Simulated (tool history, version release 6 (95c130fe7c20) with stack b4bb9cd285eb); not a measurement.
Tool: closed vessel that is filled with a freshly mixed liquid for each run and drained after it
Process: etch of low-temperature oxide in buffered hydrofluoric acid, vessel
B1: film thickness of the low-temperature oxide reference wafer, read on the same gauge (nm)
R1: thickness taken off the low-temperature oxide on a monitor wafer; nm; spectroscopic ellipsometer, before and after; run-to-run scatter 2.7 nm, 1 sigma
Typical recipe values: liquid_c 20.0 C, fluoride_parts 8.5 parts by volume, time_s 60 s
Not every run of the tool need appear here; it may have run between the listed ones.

Run 1, hour 0.0: usual settings but fluoride_parts 10.0 parts by volume, time_s 85 s; B1 49.99. Result: R1 413.52 nm.
Run 2, hour 53.5: usual settings but fluoride_parts 10.0 parts by volume, time_s 85 s; B1 49.98. Result: R1 409.55 nm.
At hour 76.5: thermometer replaced.
Run 3, hour 90.8: usual settings; B1 50.01. Result: R1 326.64 nm.
Run 4, hour 136.7: usual settings; B1 50.02. Result: R1 331.55 nm.
Run 5, hour 165.5: usual settings; B1 50.06. Result: R1 328.11 nm.
Run 6, hour 233.4: usual settings but liquid_c 17.5 C; B1 49.99. Result: R1 285.71 nm.
Run 7, hour 294.9: usual settings but liquid_c 17.5 C; B1 50.00. Result: R1 286.82 nm.
Run 8, hour 333.3: usual settings; B1 50.01. Result: R1 327.97 nm.
Run 9, hour 378.4: usual settings; B1 49.98. Result: R1 330.84 nm.
Run 10, hour 428.4: usual settings; B1 50.02. Result: R1 333.49 nm.
Run 11, hour 463.0: usual settings; B1 50.00. Result: R1 327.00 nm.
At hour 520.3: gauge calibrated.
Run 12, hour 531.3: usual settings; B1 49.94. Result: R1 324.22 nm.
Run 13, hour 584.4: usual settings but liquid_c 17.5 C, fluoride_parts 10.5 parts by volume, time_s 40 s; B1 49.99. Result: R1 160.12 nm.
Run 14, hour 610.0: usual settings; B1 49.98. Result: R1 334.19 nm.
Run 15, hour 669.0: usual settings but fluoride_parts 7.5 parts by volume, time_s 70 s; B1 50.01. Result: R1 448.66 nm.
At hour 682.4: thermometer replaced.
At hour 725.5: hydrofluoric acid flow meter replaced.
Run 16, hour 739.3: usual settings but liquid_c 23.5 C; B1 49.96. Result: R1 397.39 nm.
Run 17, hour 788.1: usual settings but liquid_c 24.0 C; B1 50.01. Result: R1 410.04 nm.
Run 18, hour 842.6: usual settings but liquid_c 17.0 C, time_s 95 s; B1 49.99. Result: R1 436.69 nm.
Run 19, hour 881.4: usual settings but fluoride_parts 10.0 parts by volume; B1 50.02. Result: R1 287.75 nm.
Run 20, hour 942.8: usual settings but fluoride_parts 10.0 parts by volume, time_s 85 s; B1 49.95. Result: R1 411.34 nm.
Run 21, hour 1009.4: usual settings but fluoride_parts 10.0 parts by volume, time_s 85 s; B1 50.00. Result: R1 414.33 nm.
Run 22, hour 1073.3: usual settings but liquid_c 24.5 C, fluoride_parts 11.0 parts by volume; B1 50.01. Result: R1 340.39 nm.
Run 23, hour 1138.6: usual settings; B1 49.95. Result: R1 326.00 nm.
Run 24, hour 1175.9: usual settings but liquid_c 24.0 C, time_s 85 s; B1 50.02. Result: R1 575.91 nm.
Run 25, hour 1206.8: usual settings but liquid_c 22.5 C, fluoride_parts 11.0 parts by volume, time_s 75 s; B1 49.98. Result: R1 382.07 nm.

The tool's hidden state at each run:
liquid colder than its thermometer reads (K): 0, the same for each run
hydrofluoric acid flow below the setpoint (%): 0, the same for each run
gauge reads high (%): 0, the same for each run

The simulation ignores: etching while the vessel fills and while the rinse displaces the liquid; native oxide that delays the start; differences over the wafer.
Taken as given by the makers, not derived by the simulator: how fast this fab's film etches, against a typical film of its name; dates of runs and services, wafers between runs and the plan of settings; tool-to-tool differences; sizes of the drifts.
